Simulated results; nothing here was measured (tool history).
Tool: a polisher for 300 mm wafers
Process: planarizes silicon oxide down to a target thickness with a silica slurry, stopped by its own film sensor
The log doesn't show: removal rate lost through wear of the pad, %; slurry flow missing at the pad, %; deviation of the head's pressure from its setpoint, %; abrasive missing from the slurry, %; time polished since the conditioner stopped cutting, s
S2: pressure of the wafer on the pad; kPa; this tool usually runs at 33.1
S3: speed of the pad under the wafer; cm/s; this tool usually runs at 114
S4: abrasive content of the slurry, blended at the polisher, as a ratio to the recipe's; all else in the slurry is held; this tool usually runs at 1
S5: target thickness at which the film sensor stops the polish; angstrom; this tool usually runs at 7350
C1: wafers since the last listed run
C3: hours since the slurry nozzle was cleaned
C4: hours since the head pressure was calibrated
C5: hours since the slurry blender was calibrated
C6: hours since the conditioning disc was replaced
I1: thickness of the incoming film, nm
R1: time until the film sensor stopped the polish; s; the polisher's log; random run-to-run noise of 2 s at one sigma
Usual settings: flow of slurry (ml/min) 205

Run 1, hour 0: usual settings but flow of slurry (ml/min) 165; C1 0; wafers polished on this pad 3013; C3 606; C4 1015.9; C5 318.3; C6 53.6; I1 1149.1. Result: R1 126.1 s.
At hour 8: slurry nozzle cleaned.
At hour 24.4: worn pad replaced by a new one, of another model than before.
Run 2, hour 37.4: usual settings but flow of slurry (ml/min) 165; C1 196; wafers polished on this pad 78; C3 29.4; C4 1053.3; C5 355.7; C6 91; I1 1161.5. Result: R1 116 s.
At hour 45.4: head pressure recalibrated.
Run 3, hour 104.5: usual settings; C1 394; wafers polished on this pad 472; C3 96.5; C4 59.1; C5 422.8; C6 158.1; I1 1165.2. Result: R1 117.4 s.
Run 4, hour 153.5: usual settings but flow of slurry (ml/min) 250; C1 296; wafers polished on this pad 769; C3 145.5; C4 108.1; C5 471.8; C6 207.1; I1 1150.6. Result: R1 111.5 s.
At hour 208.1: slurry blender recalibrated.
Run 5, hour 213.2: usual settings but S5 6910 angstrom; C1 349; wafers polished on this pad 1118; C3 205.2; C4 167.8; C5 5.1; C6 266.8; I1 1183.2. Result: R1 138.1 s.
Run 6, hour 264.4: usual settings but S3 102 cm/s, S5 6970 angstrom; C1 309; wafers polished on this pad 1428; C3 256.4; C4 219; C5 56.3; C6 318; I1 1182.6. Result: R1 141.8 s.
Run 7, hour 328.2: usual settings; C1 386; wafers polished on this pad 1814; C3 320.2; C4 282.8; C5 120.1; C6 381.8; I1 1161.7. Result: R1 123.3 s.
Run 8, hour 365.7: usual settings but flow of slurry (ml/min) 140, S2 26.9 kPa, S5 6710 angstrom; C1 226; wafers polished on this pad 2041; C3 357.7; C4 320.3; C5 157.6; C6 419.3; I1 1141.7. Result: R1 159 s.
Run 9, hour 435.4: usual settings but S4 0.75, S5 7890 angstrom; C1 421; wafers polished on this pad 2463; C3 427.4; C4 390; C5 227.3; C6 489; I1 1165.5. Result: R1 130 s.
At hour 462: conditioning disc replaced and pad reconditioned.
Run 10, hour 481: usual settings but flow of slurry (ml/min) 135, S2 36.5 kPa, S4 1.1, S5 7760 angstrom; C1 263; wafers polished on this pad 2727; C3 473; C4 435.6; C5 272.9; C6 19; I1 1154.9. Result: R1 108 s.
Run 11, hour 552.6: usual settings but flow of slurry (ml/min) 180; C1 433; wafers polished on this pad 3160; C3 544.6; C4 507.2; C5 344.5; C6 90.6; I1 1157.9. Result: R1 133.9 s.
At hour 595.5: worn pad replaced by a new one.
Run 12, hour 602.9: usual settings but S3 102 cm/s, S4 0.85; C1 280; wafers polished on this pad 44; C3 594.9; C4 557.5; C5 394.8; C6 140.9; I1 1184.8. Result: R1 134.6 s.
Run 13, hour 641.5: usual settings but S3 142 cm/s; C1 233; wafers polished on this pad 278; C3 633.5; C4 596.1; C5 433.4; C6 179.5; I1 1140.8. Result: R1 98.2 s.
Run 14, hour 707.6: usual settings; C1 400; wafers polished on this pad 678; C3 699.6; C4 662.2; C5 499.5; C6 245.6; I1 1175. Result: R1 118.7 s.
Run 15, hour 745: usual settings; C1 226; wafers polished on this pad 905; C3 737; C4 699.6; C5 536.9; C6 283; I1 1155.4. Result: R1 113.5 s.
At hour 751: slurry nozzle cleaned.
At hour 768.7: slurry blender recalibrated.
Run 16, hour 782.3: usual settings but flow of slurry (ml/min) 235, S3 146 cm/s, S5 6790 angstrom; C1 207; wafers polished on this pad 1112; C3 31.3; C4 736.9; C5 13.6; C6 320.3; I1 1152. Result: R1 116.8 s.
Run 17, hour 840.7: usual settings but S2 38.6 kPa; C1 353; wafers polished on this pad 1466; C3 89.7; C4 795.3; C5 72; C6 378.7; I1 1170.3. Result: R1 108.3 s.
At hour 963.1: conditioning disc replaced and pad reconditioned.
Run 18, hour 1009.5: usual settings but flow of slurry (ml/min) 165, S2 24.1 kPa, S3 78 cm/s, S4 1.1; C1 1009; wafers polished on this pad 2475; C3 258.5; C4 964.1; C5 240.8; C6 46.4; I1 1164.5. Result: R1 172.9 s.
Run 19, hour 1051.2: usual settings but flow of slurry (ml/min) 155, S2 23.4 kPa, S3 96 cm/s, S5 8370 angstrom; C1 252; wafers polished on this pad 2728; C3 300.2; C4 1005.8; C5 282.5; C6 88.1; I1 1174.1. Result: R1 144.4 s.
Run 20, hour 1093.7: usual settings; C1 257; wafers polished on this pad 2985; C3 342.7; C4 1048.3; C5 325; C6 130.6; I1 1174.9. Result: R1 133.7 s.
At hour 1149.9: worn pad replaced by a new one.
Run 21, hour 1151.4: usual settings but S5 8530 angstrom; C1 325; wafers polished on this pad 9; C3 400.4; C4 1106; C5 382.7; C6 188.3; I1 1160.2. Result: R1 82.1 s.
At hour 1159.4: head pressure recalibrated.
Run 22, hour 1201: usual settings but S4 1.25, S5 8800 angstrom; C1 288; wafers polished on this pad 297; C3 450; C4 41.6; C5 432.3; C6 237.9; I1 1161.4. Result: R1 68.2 s.
Run 23, hour 1268.3: usual settings; C1 407; wafers polished on this pad 704; C3 517.3; C4 108.9; C5 499.6; C6 305.2; I1 1175. Result: R1 120.9 s.

For run 24, what comes out?
At hour 1319.8: slurry blender recalibrated.
Run 24, hour 1320.4: usual settings but flow of slurry (ml/min) 230; C1 303; wafers polished on this pad 1008; C3 569.4; C4 161; C5 0.6; C6 357.3; I1 1146.8. Result: R1 ?.

R1: 110.3 s
Were there no unlogged condition in the tool, this run, its random variation unchanged, would have produced R1 105 s.
